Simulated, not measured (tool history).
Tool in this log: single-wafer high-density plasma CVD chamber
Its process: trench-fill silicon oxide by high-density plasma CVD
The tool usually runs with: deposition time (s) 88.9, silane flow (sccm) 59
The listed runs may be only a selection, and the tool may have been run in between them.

run     day  deposition time (s)  silane flow (sccm)  wafers since the last listed run  hours since the silane flow controller was replaced  hours since the gauge calibration  read-back reference wafer on the same gauge, thickness_nm  mean film thickness on the monitor wafer (angstrom)
  1   0.000                 88.9                  59                                 0                                               3428.6                              353.3                                                    513.026                                              5433.86
  2   3.217                 88.9                  59                              1309                                               3505.8                              430.5                                                    513.161                                              5459.05
  3   5.188                 88.9                  59                               802                                               3553.1                              477.8                                                    513.113                                              5429.83
  4   7.050                 88.9                  53                               758                                               3597.8                              522.5                                                    512.948                                              4961.59
  5   9.075                 88.9                  53                               824                                               3646.4                              571.1                                                    512.992                                              5002.30
  6  11.671                 88.9                  53                              1056                                               3708.7                              633.4                                                    512.730                                              4986.48
  7  14.600                 82.3                  59                              1192                                               3779.0                              703.7                                                    513.024                                              5065.65
  8  16.188                 82.3                  59                               646                                               3817.1                              741.8                                                    512.656                                              5067.89
     18.096  -- silane flow controller replaced
  9  20.075                 88.9                  59                              1446                                                 47.5                              835.1                                                    513.050                                              5447.07
     20.733  -- gauge calibrated
 10  23.967                104.8                  54                              1584                                                140.9                               77.6                                                    513.152                                              5973.19
 11  28.267                106.5                  67                              1750                                                244.1                              180.8                                                    513.052                                              7249.87
 12  30.483                 73.9                  49                               902                                                297.3                              234.0                                                    512.831                                              3890.19
 13  32.496                 96.1                  49                               819                                                345.6                              282.3                                                    512.957                                              5071.31
 14  36.333                 73.9                  49                              1562                                                437.7                              374.4                                                    513.222                                              3886.35
 15  38.633                103.6                  66                               936                                                492.9                              429.6                                                    512.937                                              6954.68
 16  41.983                 88.9                  59                              1363                                                573.3                              510.0                                                    513.126                                              5432.27
 17  45.188                 88.9                  59                              1304                                                650.2                              586.9                                                    513.192                                              5412.89
 18  48.254                105.1                  66                              1248                                                723.8                              660.5                                                    512.982                                              7041.34
     51.292  -- gauge calibrated
 19  51.421                 72.2                  63                              1289                                                799.8                                3.1                                                    512.796                                              4642.97

Branching from run 19: 3 alternative next runs. What would each branch give?
  A  51.438                 81.1                  59                                 6                                                800.2                                3.5                                                          ?                                                    ?
  B  51.438                101.9                  71                                 6                                                800.2                                3.5                                                          ?                                                    ?
  C  51.438                 97.7                  65                                 6                                                800.2                                3.5                                                          ?                                                    ?

run  read-back reference wafer on the same gauge, thickness_nm  mean film thickness on the monitor wafer (angstrom)
  A                                                    512.766                                              4952.15
  B                                                    512.766                                              7264.28
  C                                                    512.766                                              6465.33
With the hidden condition removed and each run's random variation left untouched, the same runs would have given:
run  mean film thickness on the monitor wafer (angstrom)
  A                                              4952.15
  B                                              7264.28
  C                                              6465.33
